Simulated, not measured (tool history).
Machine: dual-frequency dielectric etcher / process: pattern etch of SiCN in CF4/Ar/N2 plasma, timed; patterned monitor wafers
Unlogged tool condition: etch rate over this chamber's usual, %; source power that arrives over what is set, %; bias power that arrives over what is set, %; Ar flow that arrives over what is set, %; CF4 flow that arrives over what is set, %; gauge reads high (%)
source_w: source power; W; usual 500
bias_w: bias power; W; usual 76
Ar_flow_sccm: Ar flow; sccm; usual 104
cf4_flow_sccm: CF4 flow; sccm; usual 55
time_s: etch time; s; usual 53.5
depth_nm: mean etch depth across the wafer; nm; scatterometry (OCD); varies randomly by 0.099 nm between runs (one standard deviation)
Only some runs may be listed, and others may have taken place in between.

run,hour,source_w,bias_w,Ar_flow_sccm,cf4_flow_sccm,time_s,wafers since the last listed run,hours since the last wet clean,hours since the last source power generator calibration,hours since the last bias power generator calibration,hours since the last Ar flow controller change,hours since the last CF4 flow controller change,hours since the last upper electrode change,hours since the gauge calibration,"read-back reference wafer on the same gauge, depth_nm",depth_nm
1,0.0,410,76,104,55,53.5,0,150.5,4013.2,1701.0,5167.1,4109.9,6076.4,404.4,45.16,40.34
2,98.2,500,76,104,50,53.5,754,248.7,4111.4,1799.2,5265.3,4208.1,6174.6,502.6,45.21,44.44
3,145.3,500,76,104,55,66.0,362,295.8,4158.5,1846.3,5312.4,4255.2,6221.7,549.7,45.23,55.92
# hour 228.8: wet clean of the chamber
4,242.4,500,76,104,55,66.0,562,13.6,4255.6,1943.4,5409.5,4352.3,6318.8,646.8,45.24,55.83
5,347.0,500,76,104,55,66.0,804,118.2,4360.2,2048.0,5514.1,4456.9,6423.4,751.4,45.21,55.92
6,385.1,500,76,104,55,53.5,292,156.3,4398.3,2086.1,5552.2,4495.0,6461.5,789.5,45.23,45.43
7,434.4,500,76,104,55,53.5,379,205.6,4447.6,2135.4,5601.5,4544.3,6510.8,838.8,45.25,45.59
# hour 492.8: bias power generator calibrated
8,510.4,500,76,104,55,53.5,553,281.6,4523.6,17.6,5677.5,4620.3,6586.8,914.8,45.21,45.47
# hour 540.1: CF4 flow controller replaced
# hour 567.7: gauge calibrated
# hour 630.1: upper electrode replaced
# hour 636.0: wet clean of the chamber
9,636.5,500,76,104,55,53.5,693,0.5,4649.7,143.7,5803.6,96.4,6.4,68.8,45.22,45.31
10,669.1,500,76,117,60,64.0,250,33.1,4682.3,176.3,5836.2,129.0,39.0,101.4,45.20,54.52
11,708.5,560,76,126,41,63.0,302,72.5,4721.7,215.7,5875.6,168.4,78.4,140.8,45.26,50.97
# hour 748.5: source power generator calibrated
# hour 771.3: Ar flow controller replaced
12,778.0,470,76,82,47,53.5,457,142.0,29.5,285.2,6.7,237.9,147.9,210.3,45.13,43.30
13,838.1,500,70,94,64,43.0,462,202.1,89.6,345.3,66.8,298.0,208.0,270.4,45.24,37.87
14,894.1,500,59,104,65,53.5,430,258.1,145.6,401.3,122.8,354.0,264.0,326.4,45.19,45.37
15,949.6,410,76,87,55,53.5,426,313.6,201.1,456.8,178.3,409.5,319.5,381.9,45.13,41.20
# hour 1016.3: wet clean of the chamber
16,1024.0,500,76,126,55,53.5,387,7.7,275.5,531.2,252.7,483.9,393.9,456.3,45.24,44.10

Take each entry between the runs: how does the hidden state at the last listed run before it differ from the hidden state at the first listed run after it?
From run 3 to run 4: wet clean of the chamber (hour 228.8)
  the hidden state is the same at both runs
From run 7 to run 8: bias power generator calibrated (hour 492.8)
  the hidden state is the same at both runs
From run 8 to run 9: CF4 flow controller replaced (hour 540.1); gauge calibrated (hour 567.7); upper electrode replaced (hour 630.1); wet clean of the chamber (hour 636.0)
  the hidden state is the same at both runs
From run 11 to run 12: source power generator calibrated (hour 748.5); Ar flow controller replaced (hour 771.3)
  the hidden state is the same at both runs
From run 15 to run 16: wet clean of the chamber (hour 1016.3)
  the hidden state is the same at both runs
